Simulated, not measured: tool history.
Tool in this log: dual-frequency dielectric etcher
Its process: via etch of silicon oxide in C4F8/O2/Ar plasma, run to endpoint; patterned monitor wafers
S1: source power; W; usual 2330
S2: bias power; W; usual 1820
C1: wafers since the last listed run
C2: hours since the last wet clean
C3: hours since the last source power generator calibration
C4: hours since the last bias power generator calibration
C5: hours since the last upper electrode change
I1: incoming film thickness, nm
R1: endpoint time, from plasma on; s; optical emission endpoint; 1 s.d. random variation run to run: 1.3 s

run   hour    S1    S2   C1     C2      C3      C4      C5      I1     R1
  1    0.0  2330  1820    0  291.0  1500.9  3740.4  4590.1  1017.1  214.4
  2    7.6  2330  1820   29  298.6  1508.5  3748.0  4597.7  1019.8  214.0
  3   25.0  2330  1820   67  316.0  1525.9  3765.4  4615.1  1019.4  214.2
  4   39.0  2330  1820   54  330.0  1539.9  3779.4  4629.1  1005.6  211.7
  5   49.8  2330  1820   41  340.8  1550.7  3790.2  4639.9  1010.3  212.4
  6  102.8  2190  1820  205  393.8  1603.7  3843.2  4692.9  1023.3  221.0
  7  112.7  2190  1820   38  403.7  1613.6  3853.1  4702.8  1016.5  215.7
  8  128.3  2330  1820   60  419.3  1629.2  3868.7  4718.4  1016.5  211.6
  9  141.1  2330  1820   49  432.1  1642.0  3881.5  4731.2  1009.1  210.2
 10  155.4  2330  1820   55  446.4  1656.3  3895.8  4745.5  1015.6  210.3
     187.8  -- wet clean of the chamber
 11  188.3  1870  1820   34    0.5  1689.2  3928.7  4778.4  1005.0  234.7
 12  188.7  1870  1820    1    0.9  1689.6  3929.1  4778.8  1005.4  236.3
 13  233.4  1870  1820  173   45.6  1734.3  3973.8  4823.5  1000.0  234.3
 14  246.7  2330  1820   51   58.9  1747.6  3987.1  4836.8  1017.3  218.9
 15  255.6  1770  1475   34   67.8  1756.5  3996.0  4845.7  1007.9  251.5
 16  268.9  2500  1820   51   81.1  1769.8  4009.3  4859.0  1020.1  213.9
     279.8  -- bias power generator calibrated
 17  285.9  1850  2147   50   98.1  1786.8     6.1  4876.0  1007.2  222.5
 18  296.0  2330  1820   39  108.2  1796.9    16.2  4886.1  1012.1  218.3
 19  312.0  2140  1435   62  124.2  1812.9    32.2  4902.1  1016.3  237.2
     339.3  -- source power generator calibrated
     344.5  -- upper electrode replaced
 20  345.0  2330  1820   92  157.2     5.7    65.2     0.5  1011.4  215.4
 21  345.4  2030  2253    1  157.6     6.1    65.6     0.9  1017.5  215.7
 22  348.2  2330  1820   10  160.4     8.9    68.4     3.7  1017.5  218.6
 23  358.7  2700  1589   40  170.9    19.4    78.9    14.2  1013.6  213.4
 24  370.9  1770  1475   47  183.1    31.6    91.1    26.4  1029.0  250.6
 25  382.4  2000  1596   44  194.6    43.1   102.6    37.9  1013.7  233.8
 26  400.0  2330  1820   68  212.2    60.7   120.2    55.5  1012.5  215.7
 27  407.3  1770  1475   28  219.5    68.0   127.5    62.8  1011.2  247.4
 28  423.4  2180  1397   62  235.6    84.1   143.6    78.9  1015.8  233.2
 29  438.2  2090  1533   57  250.4    98.9   158.4    93.7  1012.7  231.6

Some steps in R1, run to run, broken into two amounts with sign: the step expected even without the hidden condition (settings, incoming material, random variation), and the rest, left for the hidden condition together with whatever gauge scatter is not in both the measured and the hidden-condition-free result:
Hidden state present: etch rate over this chamber's usual, %; source power that arrives over what is set, %; bias power that arrives over what is set, %.
Run 5 -> 6: S1 2330 -> 2190. R1 +8.6 s: hidden state -1.7, all else +10.3.
Run 10 -> 11: S1 2330 -> 1870, wet clean of the chamber. R1 +24.4 s: hidden state +10.1, all else +14.3.
Run 15 -> 16: S1 1770 -> 2500, S2 1475 -> 1820. R1 -37.6 s: hidden state -0.1, all else -37.5.
Run 23 -> 24: S1 2700 -> 1770, S2 1589 -> 1475. R1 +37.2 s: hidden state -1.1, all else +38.3.
